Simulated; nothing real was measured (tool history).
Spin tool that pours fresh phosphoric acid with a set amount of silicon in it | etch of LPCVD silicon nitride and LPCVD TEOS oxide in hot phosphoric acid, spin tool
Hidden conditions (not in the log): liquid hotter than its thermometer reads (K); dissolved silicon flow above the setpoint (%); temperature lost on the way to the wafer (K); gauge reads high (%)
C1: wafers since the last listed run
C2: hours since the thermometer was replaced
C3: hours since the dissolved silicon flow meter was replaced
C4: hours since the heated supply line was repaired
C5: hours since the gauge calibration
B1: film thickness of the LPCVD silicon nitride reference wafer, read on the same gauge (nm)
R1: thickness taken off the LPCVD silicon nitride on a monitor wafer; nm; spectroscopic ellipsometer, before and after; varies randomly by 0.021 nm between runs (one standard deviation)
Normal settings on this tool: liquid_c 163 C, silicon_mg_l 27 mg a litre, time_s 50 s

run 1 hour=0 | liquid_c=163 silicon_mg_l=27 time_s=30 | C1=0 C2=24.1 C3=1255 C4=424.6 C5=1078.2 | B1=90.007 | R1=2.835
run 2 hour=31 | liquid_c=163 silicon_mg_l=27 time_s=30 | C1=322 C2=55.1 C3=1286 C4=455.6 C5=1109.2 | B1=89.976 | R1=2.867
run 3 hour=64.6 | liquid_c=163 silicon_mg_l=27 time_s=50 | C1=350 C2=88.7 C3=1319.6 C4=489.2 C5=1142.8 | B1=89.967 | R1=4.757
run 4 hour=136.1 | liquid_c=163 silicon_mg_l=27 time_s=50 | C1=744 C2=160.2 C3=1391.1 C4=560.7 C5=1214.3 | B1=89.997 | R1=4.84
-- hour=172.4 thermometer replaced, repeated, since the last time left the tool worse
run 5 hour=206.4 | liquid_c=163 silicon_mg_l=27 time_s=50 | C1=722 C2=34 C3=1461.4 C4=631 C5=1284.6 | B1=90.036 | R1=4.37
run 6 hour=252.3 | liquid_c=163 silicon_mg_l=27 time_s=50 | C1=478 C2=79.9 C3=1507.3 C4=676.9 C5=1330.5 | B1=89.986 | R1=4.396
-- hour=270.8 dissolved silicon flow meter replaced
run 7 hour=305 | liquid_c=163 silicon_mg_l=27 time_s=50 | C1=538 C2=132.6 C3=34.2 C4=729.6 C5=1383.2 | B1=90.015 | R1=4.414
run 8 hour=335.9 | liquid_c=164 silicon_mg_l=6 time_s=30 | C1=321 C2=163.5 C3=65.1 C4=760.5 C5=1414.1 | B1=89.998 | R1=2.714
run 9 hour=371.2 | liquid_c=163 silicon_mg_l=27 time_s=30 | C1=367 C2=198.8 C3=100.4 C4=795.8 C5=1449.4 | B1=89.998 | R1=2.652
run 10 hour=437.6 | liquid_c=163 silicon_mg_l=14.5 time_s=35 | C1=691 C2=265.2 C3=166.8 C4=862.2 C5=1515.8 | B1=90.023 | R1=3.123
run 11 hour=465.1 | liquid_c=164 silicon_mg_l=10 time_s=50 | C1=286 C2=292.7 C3=194.3 C4=889.7 C5=1543.3 | B1=90.014 | R1=4.55
run 12 hour=511.4 | liquid_c=163 silicon_mg_l=27 time_s=50 | C1=482 C2=339 C3=240.6 C4=936 C5=1589.6 | B1=89.982 | R1=4.45
run 13 hour=588.8 | liquid_c=163 silicon_mg_l=44 time_s=50 | C1=806 C2=416.4 C3=318 C4=1013.4 C5=1667 | B1=89.991 | R1=4.502
run 14 hour=631 | liquid_c=161 silicon_mg_l=42.5 time_s=75 | C1=439 C2=458.6 C3=360.2 C4=1055.6 C5=1709.2 | B1=90.039 | R1=6.306
run 15 hour=669.9 | liquid_c=163 silicon_mg_l=11.5 time_s=50 | C1=405 C2=497.5 C3=399.1 C4=1094.5 C5=1748.1 | B1=89.988 | R1=4.514
-- hour=677.2 gauge calibrated
-- hour=684.3 heated supply line repaired
run 16 hour=730.3 | liquid_c=163 silicon_mg_l=16 time_s=30 | C1=618 C2=557.9 C3=459.5 C4=46 C5=53.1 | B1=90 | R1=2.712
-- hour=745.8 thermometer replaced
run 17 hour=756.7 | liquid_c=162 silicon_mg_l=9 time_s=20 | C1=264 C2=10.9 C3=485.9 C4=72.4 C5=79.5 | B1=89.986 | R1=1.665

The next listed run, before its measurement:
run 18 hour=814 | liquid_c=160.5 silicon_mg_l=27 time_s=80 | C1=596 C2=68.2 C3=543.2 C4=129.7 C5=136.8 | B1=? | R1=?

{"run 18": {"B1": 89.98, "R1": 6.39}}
With the hidden condition absent and the run-to-run variation left alone, this run would have shown R1 6.351 nm.

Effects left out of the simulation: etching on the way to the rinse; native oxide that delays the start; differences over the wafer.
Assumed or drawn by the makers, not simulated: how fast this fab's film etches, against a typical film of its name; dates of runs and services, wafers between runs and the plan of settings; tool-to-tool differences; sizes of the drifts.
